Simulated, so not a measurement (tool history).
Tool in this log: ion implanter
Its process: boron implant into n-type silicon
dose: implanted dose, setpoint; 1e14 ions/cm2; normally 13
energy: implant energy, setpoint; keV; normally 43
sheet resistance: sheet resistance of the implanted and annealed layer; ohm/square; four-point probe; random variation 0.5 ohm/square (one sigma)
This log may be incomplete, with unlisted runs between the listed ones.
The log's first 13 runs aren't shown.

run,day,dose,energy,wafers since the last listed run,hours since the last dose calibration,hours since the extraction supply was calibrated,hours since the gauge calibration,"read-back reference wafer on the same gauge, sheet resistance",sheet resistance
14,37.283,13,51,836,645.8,5451.1,1313.1,74.33,86.41
15,39.071,13,43,853,688.7,5494,1356,74.5,85.62
16,40.808,13,43,830,730.4,5535.7,1397.7,74.31,86.82
17,42.492,13,43,804,770.8,5576.1,1438.1,74.07,86.47
# day 42.871: extraction supply calibrated
18,44.279,13,43,694,813.7,33.8,1481,74.33,85.34
# day 45.221: gauge calibrated
19,46.012,13,43,828,855.3,75.4,19,76.83,89.4
20,47.25,13,56,591,885,105.1,48.7,76.64,88.92
21,48.475,11.64,53,585,914.4,134.5,78.1,76.47,96.08
22,50.604,10.54,30.5,1017,965.5,185.6,129.2,76.33,105.96
23,52.212,9.6,36.5,768,1004.1,224.2,167.8,75.97,111.9
24,54.817,13,43,1244,1066.6,286.7,230.3,75.76,88.07
25,56.767,13,29.5,931,1113.4,333.5,277.1,75.37,89.87
26,62.238,13,54,2613,1244.7,464.8,408.4,74.96,87.01
# day 64.225: Faraday cup replaced and dose calibrated
27,65.158,9.77,47,1236,22.4,534.9,478.5,74.67,107.83
28,68.088,10.98,52.5,1399,92.7,605.2,548.8,74.64,98.97
29,70.604,13,43,1202,153.1,665.6,609.2,74.54,86.79
30,71.658,10.19,47,503,178.4,690.9,634.5,74.55,104.88
31,72.692,13,43,493,203.2,715.7,659.3,74.6,85.89
32,75.142,15.51,55.5,1170,262,774.5,718.1,74.23,75.47
33,76.617,13,56,704,297.4,809.9,753.5,74.27,86.16
34,79.412,16.63,50.5,1335,364.5,877,820.6,74.22,70.76
35,80.933,13,43,726,401,913.5,857.1,74.08,85.55
36,83.392,13,47,1174,460,972.5,916.1,74.09,85.66
37,85.967,9.47,39,1230,521.8,1034.3,977.9,74.11,109.79

What if the next run were any one of these 3? Each begins from the tool's condition after run 37:
A,85.983,16.65,43,7,522.2,1034.7,978.3,?,?
B,85.983,10.2,51,7,522.2,1034.7,978.3,?,?
C,85.983,9.53,51,7,522.2,1034.7,978.3,?,?

run,"read-back reference wafer on the same gauge, sheet resistance",sheet resistance
A,74.27,71.51
B,74.27,103.93
C,74.27,109.71
With the hidden condition removed and each run's random variation left untouched, the same runs would have given:
run,sheet resistance
A,74.58
B,108.39
C,114.43
